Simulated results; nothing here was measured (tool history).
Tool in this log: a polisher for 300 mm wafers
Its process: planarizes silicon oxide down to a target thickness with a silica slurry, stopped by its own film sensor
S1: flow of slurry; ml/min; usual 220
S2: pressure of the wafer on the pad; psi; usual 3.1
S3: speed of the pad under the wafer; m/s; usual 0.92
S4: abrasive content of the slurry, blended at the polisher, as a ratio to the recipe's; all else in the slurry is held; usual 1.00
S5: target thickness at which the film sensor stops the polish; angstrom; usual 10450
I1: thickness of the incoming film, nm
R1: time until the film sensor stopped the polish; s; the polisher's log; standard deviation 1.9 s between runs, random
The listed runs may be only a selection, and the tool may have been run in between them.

run   hour   S1   S2    S3    S4     S5      I1     R1
  1    0.0  220  3.1  0.92  1.00  10450  1236.2  108.6
      16.1  -- conditioning disc replaced and pad reconditioned
      47.4  -- worn pad replaced by a new one
      49.5  -- slurry nozzle cleaned
  2   52.3  220  3.1  0.92  1.00  10450  1221.3  100.1
  3   60.6  220  3.1  0.92  1.00  10450  1214.9  101.4
  4   78.2  245  3.1  0.92  1.00  10450  1212.2  101.4
  5  105.2  220  3.1  0.92  1.00  10450  1203.2   98.0
  6  119.1  220  3.1  0.92  1.00  10450  1225.4  117.1
  7  133.8  220  3.1  0.92  1.00  10450  1203.4  102.2
     140.0  -- worn pad replaced by a new one
  8  150.1  220  3.1  0.92  1.00  10450  1227.5  117.4
     161.8  -- head pressure recalibrated
  9  166.1  220  3.1  0.92  1.00  10450  1241.0  132.9
 10  179.5  220  3.1  0.92  1.00  10450  1224.4  126.9
 11  196.1  220  2.4  0.92  1.00  10450  1224.8  162.6
 12  211.3  220  2.4  0.92  1.00  10450  1205.6  149.6
     222.3  -- worn pad replaced by a new one, of another model than before
 13  223.5  220  2.4  0.92  1.00  10450  1235.3  162.3
 14  233.1  220  3.1  0.92  1.00  10450  1204.1  121.0
 15  240.6  200  3.1  1.16  1.00  10450  1229.0  117.7
 16  251.8  220  3.1  0.92  1.00  10450  1222.9  141.5
 17  258.4  195  2.3  0.92  0.80  10450  1202.5  178.0
 18  266.9  220  2.4  0.92  0.80  10450  1238.9  222.8
     277.3  -- slurry blender recalibrated
     285.7  -- conditioning disc replaced and pad reconditioned
 19  300.3  280  4.1  0.92  0.70  10920  1219.8   75.5
     306.0  -- slurry nozzle cleaned
     313.4  -- worn pad replaced by a new one
 20  317.2  170  3.1  1.06  1.10  10920  1236.0   65.9
 21  357.2  220  3.1  0.92  1.00  10450  1223.2   97.6
 22  369.2  220  3.7  0.74  1.00  10450  1210.3   95.2
 23  385.0  220  3.1  0.92  1.30  10450  1222.0   88.3
     396.7  -- worn pad replaced by a new one
 24  399.2  220  2.8  1.00  0.90   9840  1219.2  138.8
 25  405.4  220  3.1  0.92  1.00  10450  1216.0   90.9
 26  416.9  220  3.1  0.92  1.00  10450  1234.2  107.3

Below are 3 alternative next runs, each starting from the tool's condition after run 26. Predict each:
  A  417.3  220  4.0  0.92  1.00  10450  1220.2   ?
  B  417.3  200  3.1  0.92  0.90  10450  1220.2   ?
  C  417.3  220  3.1  1.14  1.25  10450  1220.2   ?

run     R1
  A   87.4
  B  111.0
  C   76.7
Take away the tool's hidden state, keep each run's random variation, and the runs would have read:
run     R1
  A   84.1
  B  106.5
  C   74.3

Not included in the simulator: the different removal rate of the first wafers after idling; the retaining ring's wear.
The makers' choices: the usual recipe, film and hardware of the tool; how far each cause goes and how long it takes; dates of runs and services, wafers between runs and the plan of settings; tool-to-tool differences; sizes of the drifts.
